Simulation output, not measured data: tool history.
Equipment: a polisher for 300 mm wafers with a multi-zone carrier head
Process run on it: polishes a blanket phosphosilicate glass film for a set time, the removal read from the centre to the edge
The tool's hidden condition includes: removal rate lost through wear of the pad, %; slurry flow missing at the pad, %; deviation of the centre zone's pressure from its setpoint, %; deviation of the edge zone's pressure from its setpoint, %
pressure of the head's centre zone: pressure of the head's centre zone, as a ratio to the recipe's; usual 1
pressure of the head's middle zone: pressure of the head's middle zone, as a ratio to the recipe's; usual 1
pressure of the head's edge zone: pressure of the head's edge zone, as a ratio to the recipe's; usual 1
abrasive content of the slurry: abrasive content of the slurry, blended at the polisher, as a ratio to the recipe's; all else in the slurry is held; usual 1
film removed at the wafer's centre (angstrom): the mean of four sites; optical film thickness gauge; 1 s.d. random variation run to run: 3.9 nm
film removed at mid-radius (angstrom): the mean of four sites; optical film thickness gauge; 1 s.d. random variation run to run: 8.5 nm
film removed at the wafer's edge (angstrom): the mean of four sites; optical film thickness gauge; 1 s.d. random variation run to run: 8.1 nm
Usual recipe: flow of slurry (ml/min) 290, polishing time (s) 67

run	hour	flow of slurry (ml/min)	pressure of the head's centre zone	pressure of the head's middle zone	pressure of the head's edge zone	abrasive content of the slurry	polishing time (s)	wafers since the last listed run	wafers polished on this pad	hours since the slurry nozzle was cleaned	hours since the centre zone pressure was calibrated	hours since the edge zone pressure was calibrated	hours since the carrier head's membrane was replaced	incoming thickness of the incoming film, nm	film removed at the wafer's centre (angstrom)	film removed at mid-radius (angstrom)	film removed at the wafer's edge (angstrom)
1	0	290	1	1	1	1	67	0	796	144	1324.9	416.5	1588.8	2533.8	6113	6080	6228
2	14	290	1	1	1	1	67	100	896	158	1338.9	430.5	1602.8	2572.5	6216	6048	6154
3	24.2	290	1	1	1	1	67	73	969	168.2	1349.1	440.7	1613	2557	6212	6248	6270
4	33.2	290	1	1.09	1	1	67	64	1034	177.2	1358.1	449.7	1622	2570.1	6112	6538	6161
5	47.8	290	1	1.09	1	1	67	104	1139	191.8	1372.7	464.3	1636.6	2575.1	6091	6459	6245
6	54.7	290	1	1.09	1	1	67	49	1188	198.7	1379.6	471.2	1643.5	2515.1	6109	6594	5990
# hour 68.1: worn pad replaced by a new one
7	72.6	290	1	1	1	1	67	99	31	216.6	1397.5	489.1	1661.4	2511.3	6073	6081	6228
8	85.4	290	1	1	1	1	67	91	123	229.4	1410.3	501.9	1674.2	2540.2	6067	5989	6039
9	94.2	290	1.09	1.08	1	1	83	63	186	238.2	1419.1	510.7	1683	2539.5	8217	8158	7654
10	106.3	290	1	1	1.11	1.25	67	86	273	250.3	1431.2	522.8	1695.1	2517.1	6795	6707	7069
# hour 114.4: centre zone pressure recalibrated
11	116.6	290	1	1	1	1	67	59	333	260.6	2.2	533.1	1705.4	2534.1	6112	5929	6115
# hour 123.5: edge zone pressure recalibrated
12	130.7	290	1	1	1	1.2	67	86	420	274.7	16.3	7.2	1719.5	2531.5	6593	6572	6636
13	143.3	290	1	0.91	1	1	67	90	510	287.3	28.9	19.8	1732.1	2481.7	6055	5708	6266
# hour 147.9: slurry nozzle cleaned
# hour 172.5: carrier head's membrane replaced by a new one, of another model than before
14	173	220	1	1	1	1	67	170	680	25.1	58.6	49.5	0.5	2554.4	5994	5869	6023
15	181	360	1.12	1.09	1.1	1	67	57	738	33.1	66.6	57.5	8.5	2543.9	7333	6665	6625
16	196.7	290	1	1	1	1	67	112	850	48.8	82.3	73.2	24.2	2515.6	6197	6221	6083
17	209.6	290	1	1	1.08	0.75	67	92	943	61.7	95.2	86.1	37.1	2526	5209	5105	5493
18	215.9	215	0.96	1.05	1	1	67	45	988	68	101.5	92.4	43.4	2575	5662	6141	5947
19	256.5	230	1	1	1	1	67	291	1279	108.6	142.1	133	84	2551.6	5965	5967	6006
20	265.7	290	1	1	1.03	1	67	66	1345	117.8	151.3	142.2	93.2	2509.5	6136	6291	6121
21	275.4	290	1	1	1	1	67	69	1415	127.5	161	151.9	102.9	2497.8	6104	6060	6056

Difference, measured minus no-hidden-state, one row per run. Run-to-run variation is common to both terms; the gauge's own scatter need not be:
run	film removed at the wafer's centre (angstrom)	film removed at mid-radius (angstrom)	film removed at the wafer's edge (angstrom)
1	-84	-76	-59
2	-95	-83	-64
3	-101	-93	-71
4	-106	-102	-74
5	-115	-111	-82
6	-121	-118	-81
7	-132	-120	-93
8	-142	-126	-97
9	-200	-180	-129
10	-176	-157	-126
11	-166	-146	-114
12	-192	-172	-132
13	-186	-158	-131
14	-41	-36	-28
15	-37	-31	-24
16	-47	-43	-32
17	-46	-41	-33
18	-69	-68	-49
19	-98	-89	-66
20	-89	-82	-61
21	-94	-85	-64
